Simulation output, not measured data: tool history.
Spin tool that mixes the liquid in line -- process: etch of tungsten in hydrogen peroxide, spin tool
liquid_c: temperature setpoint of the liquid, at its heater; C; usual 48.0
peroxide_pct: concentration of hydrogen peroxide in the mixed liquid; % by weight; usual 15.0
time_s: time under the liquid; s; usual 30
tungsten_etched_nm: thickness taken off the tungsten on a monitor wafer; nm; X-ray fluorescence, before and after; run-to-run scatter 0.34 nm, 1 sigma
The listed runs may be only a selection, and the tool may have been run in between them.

run   hour  liquid_c  peroxide_pct  time_s  read-back film thickness of the tungsten reference wafer, read on the same gauge (nm)  tungsten_etched_nm
  1    0.0      51.0          15.0      25                                                                                 119.98               52.53
  2  103.7      51.0          15.0      25                                                                                 119.98               52.45
  3  123.1      48.0          15.0      30                                                                                 119.98               52.59
     127.5  -- peroxide flow meter replaced
     127.5  -- gauge calibrated
     133.8  -- heated supply line repaired
  4  136.7      48.0          15.0      30                                                                                 120.00               52.25
  5  177.6      45.0          15.0      30                                                                                 120.01               43.34
  6  211.3      45.0          15.0      30                                                                                 120.00               43.62
  7  226.2      45.0          15.0      30                                                                                 119.98               43.69
  8  238.4      48.0          19.5      15                                                                                 119.99               29.92
  9  267.6      48.0          15.0      45                                                                                 120.00               79.34
     269.3  -- new drum of peroxide connected
 10  283.4      48.0          12.0      15                                                                                 119.99               23.23
 11  305.9      45.0          15.0      30                                                                                 120.00               43.27
     317.4  -- thermometer replaced
 12  320.7      48.0          15.0      15                                                                                 120.00               26.06
 13  341.8      54.0          15.0      30                                                                                 120.01               75.07
 14  353.9      48.0          15.0      50                                                                                 119.98               86.85
 15  388.5      39.0          17.0      15                                                                                 120.02               15.70
 16  419.3      48.0          15.0      30                                                                                 119.99               52.04
 17  432.5      52.0          15.0      30                                                                                 120.04               67.46
 18  447.7      40.0          15.0      40                                                                                 120.00               42.51
 19  473.5      48.0          12.0      30                                                                                 120.02               46.93
 20  508.5      54.0          19.0      30                                                                                 120.00               84.60
 21  526.3      38.5          13.0      20                                                                                 119.98               17.90
 22  540.9      48.0          15.0      30                                                                                 119.97               52.56
 23  553.8      53.0          15.0      30                                                                                 119.96               71.04
 24  581.9      53.5          18.0      20                                                                                 119.99               52.88
 25  597.4      48.0          15.0      30                                                                                 120.00               52.34

List, for all runs, the conditions of the tool that the log does not record:
liquid colder than its thermometer reads (K): 0, the same for each run
peroxide flow below the setpoint (%): 0, the same for each run
temperature lost on the way to the wafer (K): 0, the same for each run
peroxide weaker than its label (%): 0, the same for each run
gauge reads high (%): 0, the same for each run
